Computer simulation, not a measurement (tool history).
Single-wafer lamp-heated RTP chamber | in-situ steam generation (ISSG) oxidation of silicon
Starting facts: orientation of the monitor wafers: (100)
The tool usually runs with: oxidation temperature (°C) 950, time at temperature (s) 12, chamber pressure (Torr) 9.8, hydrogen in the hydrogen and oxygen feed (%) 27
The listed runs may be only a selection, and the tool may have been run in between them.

run     day  oxidation temperature (°C)  time at temperature (s)  chamber pressure (Torr)  hydrogen in the hydrogen and oxygen feed (%)  read-back reference wafer on the same gauge, thickness  oxide thickness on the monitor wafer (Å)
  1       0                         961                       10                      9.8                                            27                                                    3.55                                     33.34
      1.238  -- pyrometer window cleaned and pyrometer calibrated
  2   4.008                         961                       10                      9.8                                            27                                                   3.551                                     33.42
  3   6.879                         950                       12                      9.8                                            27                                                   3.549                                     35.01
  4   9.275                         950                       12                      9.8                                            27                                                    3.55                                     34.87
  5  11.458                         950                       12                      9.8                                            27                                                    3.55                                      34.8
  6  13.721                         950                       12                      9.8                                            27                                                    3.55                                     34.71
  7  18.038                         966                       12                      9.8                                            27                                                    3.55                                     36.29
  8  22.054                         950                       12                      9.8                                            27                                                    3.55                                     34.69
  9  25.842                         950                       12                      9.8                                            27                                                   3.547                                      34.8
 10  27.558                         950                       12                      9.8                                            27                                                   3.549                                      34.8
     28.896  -- pyrometer window cleaned and pyrometer calibrated
 11  31.904                         950                       12                      9.8                                            27                                                   3.547                                     34.73
     34.279  -- pressure gauge zeroed
 12   35.25                         958                       13                     10.2                                            27                                                    3.55                                     36.27
 13  38.425                         937                       12                      9.8                                            27                                                   3.551                                     33.62
     38.696  -- gauge calibrated
     39.588  -- hydrogen flow controller replaced
 14  40.358                         938                       12                      9.8                                            23                                                   3.548                                     32.78
 15  43.121                         942                       12                      9.8                                            27                                                   3.552                                     34.46
 16  45.283                         950                       10                      9.8                                            27                                                   3.549                                     32.87
 17  49.138                         940                       11                      9.8                                            27                                                   3.552                                     33.11
 18  50.875                         938                       12                      9.8                                            27                                                   3.552                                     34.13
 19  54.996                         940                       12                      8.7                                            32                                                    3.55                                     36.77
     56.988  -- pyrometer window cleaned and pyrometer calibrated
 20  57.679                         950                       12                     10.2                                            27                                                   3.549                                     34.76
 21  60.325                         950                       12                      9.8                                            27                                                   3.549                                     34.85
 22  62.217                         955                       12                      9.8                                            22                                                   3.549                                     33.64
 23  65.367                         966                       16                     10.2                                            32                                                   3.549                                     41.93
 24   67.35                         950                       12                      9.8                                            32                                                   3.552                                     36.65
 25    69.9                         950                       12                      9.8                                            27                                                    3.55                                     34.95
 26  72.467                         957                       10                      9.8                                            24                                                   3.551                                     32.19
 27   76.75                         941                       15                     10.2                                            31                                                   3.548                                     38.08
 28  78.621                         958                       12                      8.7                                            27                                                   3.549                                     36.32
     81.725  -- pyrometer window cleaned and pyrometer calibrated
 29  82.654                         956                       12                      8.6                                            27                                                    3.55                                     36.29
 30  85.775                         950                       12                      9.8                                            27                                                   3.551                                      34.8
 31  88.121                         950                       12                      9.8                                            27                                                   3.549                                     34.89
 32  92.508                         950                       12                     10.2                                            19                                                   3.553                                      31.8

Had the tool no unlogged condition, and each run kept its random variation, what would the results have been?
The tool's hidden condition here consists of: true wafer temperature minus pyrometer reading, K; true pressure minus gauge reading, Torr; deviation of the hydrogen flow from its setpoint, %; gauge reads high (%).
run  oxide thickness on the monitor wafer (Å)
  1                                     33.61
  2                                     33.71
  3                                     35.31
  4                                     35.18
  5                                     35.11
  6                                     35.03
  7                                     36.64
  8                                     35.04
  9                                     35.16
 10                                     35.17
 11                                     35.11
 12                                     36.67
 13                                     34.01
 14                                     32.78
 15                                     34.47
 16                                     32.89
 17                                     33.14
 18                                     34.16
 19                                     36.82
 20                                     34.81
 21                                     34.91
 22                                     33.71
 23                                     42.01
 24                                     36.74
 25                                     35.05
 26                                     32.29
 27                                     38.19
 28                                     36.46
 29                                     36.44
 30                                     34.95
 31                                     35.04
 32                                     31.96

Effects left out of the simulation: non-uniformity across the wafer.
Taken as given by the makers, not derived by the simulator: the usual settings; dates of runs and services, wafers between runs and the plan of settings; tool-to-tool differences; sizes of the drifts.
